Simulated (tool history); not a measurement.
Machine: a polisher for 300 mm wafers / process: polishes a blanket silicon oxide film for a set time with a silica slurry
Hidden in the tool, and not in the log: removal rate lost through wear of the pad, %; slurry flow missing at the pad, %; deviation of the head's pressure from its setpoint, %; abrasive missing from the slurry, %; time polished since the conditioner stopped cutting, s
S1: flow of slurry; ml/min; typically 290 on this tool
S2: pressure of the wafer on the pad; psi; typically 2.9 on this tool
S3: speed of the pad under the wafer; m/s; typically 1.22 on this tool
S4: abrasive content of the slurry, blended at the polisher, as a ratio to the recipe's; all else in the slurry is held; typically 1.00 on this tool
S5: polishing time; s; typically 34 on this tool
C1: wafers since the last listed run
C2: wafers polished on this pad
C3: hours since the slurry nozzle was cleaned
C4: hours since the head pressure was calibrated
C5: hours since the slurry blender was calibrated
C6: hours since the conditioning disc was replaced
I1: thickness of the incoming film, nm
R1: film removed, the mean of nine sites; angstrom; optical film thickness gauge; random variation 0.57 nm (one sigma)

run,hour,S1,S2,S3,S4,S5,C1,C2,C3,C4,C5,C6,I1,R1
1,0.0,290,2.9,1.22,1.00,34,0,276,70.3,168.6,83.0,450.0,1625.6,837
# hour 60.8: worn pad replaced by a new one
2,83.8,290,2.9,1.22,1.00,34,1280,368,154.1,252.4,166.8,533.8,1647.0,829
3,117.0,330,2.9,1.22,1.00,34,532,901,187.3,285.6,200.0,567.0,1663.7,841
# hour 128.4: slurry blender recalibrated
# hour 134.0: conditioning disc replaced and pad reconditioned
# hour 142.1: worn pad replaced by a new one
4,144.5,330,2.9,1.22,1.00,34,312,38,214.8,313.1,16.1,10.5,1658.2,855
# hour 182.2: slurry nozzle cleaned
5,187.6,330,2.9,1.22,1.00,34,675,714,5.4,356.2,59.2,53.6,1662.3,837
6,204.2,290,2.9,0.96,1.00,34,266,980,22.0,372.8,75.8,70.2,1661.9,682
# hour 217.6: worn pad replaced by a new one
# hour 221.1: head pressure recalibrated
7,225.3,290,2.9,1.22,1.00,34,242,92,43.1,4.2,96.9,91.3,1677.0,825
8,246.0,290,2.6,1.22,1.00,28,332,424,63.8,24.9,117.6,112.0,1637.5,620
9,276.8,290,2.9,1.22,1.00,34,494,918,94.6,55.7,148.4,142.8,1675.1,828
# hour 296.9: worn pad replaced by a new one
10,297.4,250,2.9,1.34,1.10,34,266,7,115.2,76.3,169.0,163.4,1640.4,920
11,327.4,290,2.9,1.48,1.00,34,481,489,145.2,106.3,199.0,193.4,1659.4,958
12,343.7,290,2.9,1.22,1.00,34,261,750,161.5,122.6,215.3,209.7,1670.1,828
# hour 350.2: slurry blender recalibrated
13,356.3,235,3.6,0.92,1.00,34,170,920,174.1,135.2,6.1,222.3,1674.4,818
# hour 362.8: worn pad replaced by a new one
# hour 369.9: slurry nozzle cleaned
14,378.4,320,2.9,1.36,1.00,27,274,233,8.5,157.3,28.2,244.4,1648.8,736

Here are 4 independent what-if runs from the current tool condition. What would each one return?
A,378.8,290,2.9,1.22,1.00,34,6,239,8.9,157.7,28.6,244.8,1665.8,?
B,378.8,205,2.9,1.22,0.80,34,6,239,8.9,157.7,28.6,244.8,1665.8,?
C,378.8,235,3.4,1.22,1.25,34,6,239,8.9,157.7,28.6,244.8,1665.8,?
D,378.8,290,2.0,1.22,1.00,29,6,239,8.9,157.7,28.6,244.8,1665.8,?

run,R1
A,846
B,737
C,1058
D,508
With the hidden condition removed and each run's random variation left untouched, the same runs would have given:
run,R1
A,855
B,746
C,1068
D,513
